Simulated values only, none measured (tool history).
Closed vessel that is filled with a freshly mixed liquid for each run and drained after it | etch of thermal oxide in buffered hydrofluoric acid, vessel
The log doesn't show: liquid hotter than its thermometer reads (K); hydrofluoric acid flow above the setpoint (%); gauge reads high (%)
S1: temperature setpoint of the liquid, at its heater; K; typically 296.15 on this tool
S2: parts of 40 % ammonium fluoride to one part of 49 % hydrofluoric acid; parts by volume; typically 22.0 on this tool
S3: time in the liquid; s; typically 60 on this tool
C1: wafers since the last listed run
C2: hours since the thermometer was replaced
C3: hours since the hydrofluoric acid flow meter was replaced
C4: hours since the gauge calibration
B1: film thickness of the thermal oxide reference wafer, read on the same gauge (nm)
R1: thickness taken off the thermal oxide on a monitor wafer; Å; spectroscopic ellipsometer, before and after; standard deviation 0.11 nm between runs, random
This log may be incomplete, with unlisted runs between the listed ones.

Run 1, hour 0.0: usual settings but S1 297.65 K, S2 15.0 parts by volume; C1 0; C2 713.3; C3 751.8; C4 1863.8; B1 90.01. Result: R1 433.2 Å.
Run 2, hour 52.6: usual settings but S1 297.65 K, S2 15.0 parts by volume; C1 4462; C2 765.9; C3 804.4; C4 1916.4; B1 89.99. Result: R1 435.4 Å.
Run 3, hour 118.7: usual settings but S1 297.65 K, S2 15.0 parts by volume; C1 5607; C2 832.0; C3 870.5; C4 1982.5; B1 90.01. Result: R1 431.0 Å.
Run 4, hour 160.3: usual settings; C1 3529; C2 873.6; C3 912.1; C4 2024.1; B1 90.00. Result: R1 282.1 Å.
Run 5, hour 195.8: usual settings; C1 3011; C2 909.1; C3 947.6; C4 2059.6; B1 89.99. Result: R1 281.4 Å.
Run 6, hour 225.6: usual settings; C1 2527; C2 938.9; C3 977.4; C4 2089.4; B1 90.01. Result: R1 280.9 Å.
Run 7, hour 293.2: usual settings; C1 5734; C2 1006.5; C3 1045.0; C4 2157.0; B1 90.01. Result: R1 280.0 Å.
Run 8, hour 320.1: usual settings; C1 2281; C2 1033.4; C3 1071.9; C4 2183.9; B1 90.00. Result: R1 280.2 Å.
Run 9, hour 501.3: usual settings; C1 15371; C2 1214.6; C3 1253.1; C4 2365.1; B1 90.00. Result: R1 281.2 Å.
Run 10, hour 673.5: usual settings; C1 14608; C2 1386.8; C3 1425.3; C4 2537.3; B1 89.99. Result: R1 279.4 Å.
Run 11, hour 727.0: usual settings; C1 4538; C2 1440.3; C3 1478.8; C4 2590.8; B1 90.01. Result: R1 281.2 Å.
At hour 763.3: gauge calibrated.
Run 12, hour 780.3: usual settings; C1 4521; C2 1493.6; C3 1532.1; C4 17.0; B1 90.02. Result: R1 280.4 Å.
At hour 801.1: thermometer replaced.
At hour 827.6: hydrofluoric acid flow meter replaced.
Run 13, hour 849.7: usual settings; C1 5717; C2 48.6; C3 22.1; C4 86.4; B1 90.01. Result: R1 283.4 Å.
Run 14, hour 898.2: usual settings; C1 4114; C2 97.1; C3 70.6; C4 134.9; B1 90.00. Result: R1 279.2 Å.
Run 15, hour 958.4: usual settings; C1 5106; C2 157.3; C3 130.8; C4 195.1; B1 90.01. Result: R1 281.4 Å.
Run 16, hour 1015.2: usual settings; C1 4818; C2 214.1; C3 187.6; C4 251.9; B1 90.00. Result: R1 281.4 Å.
Run 17, hour 1085.4: usual settings; C1 5955; C2 284.3; C3 257.8; C4 322.1; B1 90.00. Result: R1 281.3 Å.
Run 18, hour 1134.1: usual settings but S1 293.15 K, S2 29.5 parts by volume, S3 35 s; C1 4131; C2 333.0; C3 306.5; C4 370.8; B1 90.01. Result: R1 113.1 Å.
Run 19, hour 1174.1: usual settings but S1 301.15 K, S2 27.5 parts by volume, S3 85 s; C1 3393; C2 373.0; C3 346.5; C4 410.8; B1 89.99. Result: R1 449.0 Å.
Run 20, hour 1202.0: usual settings but S2 25.5 parts by volume, S3 50 s; C1 2366; C2 400.9; C3 374.4; C4 438.7; B1 89.98. Result: R1 211.2 Å.
Run 21, hour 1244.7: usual settings; C1 3622; C2 443.6; C3 417.1; C4 481.4; B1 89.99. Result: R1 280.0 Å.
Run 22, hour 1270.9: usual settings but S2 27.5 parts by volume; C1 2222; C2 469.8; C3 443.3; C4 507.6; B1 89.98. Result: R1 240.8 Å.
Run 23, hour 1303.1: usual settings but S2 14.5 parts by volume, S3 35 s; C1 2731; C2 502.0; C3 475.5; C4 539.8; B1 90.01. Result: R1 241.2 Å.
Run 24, hour 1371.8: usual settings but S1 298.65 K, S2 18.0 parts by volume, S3 35 s; C1 5827; C2 570.7; C3 544.2; C4 608.5; B1 90.01. Result: R1 223.4 Å.
Run 25, hour 1405.8: usual settings but S1 300.65 K; C1 2884; C2 604.7; C3 578.2; C4 642.5; B1 90.00. Result: R1 359.2 Å.
Run 26, hour 1454.7: usual settings but S3 80 s; C1 4148; C2 653.6; C3 627.1; C4 691.4; B1 90.03. Result: R1 373.5 Å.
Run 27, hour 1514.8: usual settings but S1 292.65 K, S2 25.5 parts by volume, S3 75 s; C1 5098; C2 713.7; C3 687.2; C4 751.5; B1 90.00. Result: R1 260.3 Å.
Run 28, hour 1553.0: usual settings but S1 299.65 K, S3 45 s; C1 3240; C2 751.9; C3 725.4; C4 789.7; B1 89.98. Result: R1 255.4 Å.
Run 29, hour 1658.7: usual settings; C1 8966; C2 857.6; C3 831.1; C4 895.4; B1 90.02. Result: R1 281.5 Å.
Run 30, hour 1853.8: usual settings but S3 30 s; C1 16550; C2 1052.7; C3 1026.2; C4 1090.5; B1 90.00. Result: R1 140.1 Å.
Run 31, hour 1883.4: usual settings but S1 297.65 K, S3 90 s; C1 2511; C2 1082.3; C3 1055.8; C4 1120.1; B1 89.99. Result: R1 457.4 Å.
Run 32, hour 1911.0: usual settings; C1 2341; C2 1109.9; C3 1083.4; C4 1147.7; B1 90.01. Result: R1 280.2 Å.
Run 33, hour 1966.4: usual settings but S2 13.5 parts by volume; C1 4699; C2 1165.3; C3 1138.8; C4 1203.1; B1 90.00. Result: R1 442.4 Å.
Run 34, hour 2013.7: usual settings but S1 292.15 K, S2 16.0 parts by volume, S3 80 s; C1 4012; C2 1212.6; C3 1186.1; C4 1250.4; B1 90.00. Result: R1 399.4 Å.

Across each entry between runs, compare the hidden state at the last listed run before it with the hidden state at the first listed run after it:
Runs 11 to 12: gauge calibrated (hour 763.3)
  the hidden state is the same at both runs
Runs 12 to 13: thermometer replaced (hour 801.1); hydrofluoric acid flow meter replaced (hour 827.6)
  the hidden state is the same at both runs
